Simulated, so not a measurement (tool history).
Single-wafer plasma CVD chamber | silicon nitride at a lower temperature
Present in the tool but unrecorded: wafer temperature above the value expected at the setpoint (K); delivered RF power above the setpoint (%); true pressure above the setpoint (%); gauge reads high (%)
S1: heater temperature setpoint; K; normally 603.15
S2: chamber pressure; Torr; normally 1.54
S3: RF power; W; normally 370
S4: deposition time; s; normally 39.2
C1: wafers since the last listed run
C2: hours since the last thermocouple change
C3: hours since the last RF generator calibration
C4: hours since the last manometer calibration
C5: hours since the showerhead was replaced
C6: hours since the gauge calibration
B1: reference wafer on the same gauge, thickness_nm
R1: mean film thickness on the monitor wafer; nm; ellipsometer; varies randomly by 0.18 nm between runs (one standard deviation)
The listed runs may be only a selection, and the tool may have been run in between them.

run	hour	S1	S2	S3	S4	C1	C2	C3	C4	C5	C6	B1	R1
1	0	603.15	1.67	370	39.2	0	838.9	559.6	843.4	3917.4	700.9	55.853	53.72
2	80.9	603.15	1.67	370	39.2	2128	919.8	640.5	924.3	3998.3	781.8	55.89	53.562
3	129.2	603.15	1.54	370	39.2	1270	968.1	688.8	972.6	4046.6	830.1	55.773	52.418
4	205.7	603.15	1.54	370	39.2	2012	1044.6	765.3	1049.1	4123.1	906.6	55.749	52.293
5	282.7	603.15	1.54	370	39.2	2025	1121.6	842.3	1126.1	4200.1	983.6	55.824	52.443
6	354.6	603.15	1.54	370	39.2	1891	1193.5	914.2	1198	4272	1055.5	55.834	52.508
# hour 422.9: RF generator calibrated
7	456.9	603.15	1.71	370	39.2	2481	1295.8	34	1300.3	4374.3	1157.8	55.837	54.073
# hour 507.8: gauge calibrated
8	563	603.15	1.71	370	39.2	2791	1401.9	140.1	1406.4	4480.4	55.2	55.792	53.958
# hour 652.1: capacitance manometer re-zeroed and calibrated
9	661.8	603.15	1.71	370	39.2	2389	1500.7	238.9	9.7	4579.2	154	55.844	54.831
10	755.4	603.15	1.67	370	39.2	2462	1594.3	332.5	103.3	4672.8	247.6	55.811	54.611
11	820.2	612.15	1.81	345	33.7	1704	1659.1	397.3	168.1	4737.6	312.4	55.814	45.093
# hour 849.5: capacitance manometer re-zeroed and calibrated, repeated, since the last time left the tool worse
# hour 864.6: showerhead replaced
12	878.3	603.15	1.28	320	34.8	1107	1717.2	455.4	28.8	13.7	370.5	55.752	38.432
13	939	613.15	1.19	370	35.7	1597	1777.9	516.1	89.5	74.4	431.2	55.802	43.834
# hour 971.9: thermocouple changed; heater temperature recalibrated
14	1006.8	603.15	1.54	410	39.2	1573	34.9	583.9	157.3	142.2	499	55.79	56.251
15	1109.9	603.15	1.54	370	45.8	2712	138	687	260.4	245.3	602.1	55.809	60.735
16	1198.1	603.15	1.54	300	39.2	2320	226.2	775.2	348.6	333.5	690.3	55.86	43.397
17	1266.4	607.15	1.54	370	39.2	1797	294.5	843.5	416.9	401.8	758.6	55.761	52.069

What will run 18 give?
# hour 1287.1: RF generator calibrated
18	1341	603.15	1.54	370	39.2	1752	369.1	53.9	491.5	476.4	833.2	?	?

{"run 18": {"B1": 55.725, "R1": 52.122}}
With the hidden condition absent and the run-to-run variation left alone, this run would have shown R1 51.897 nm.
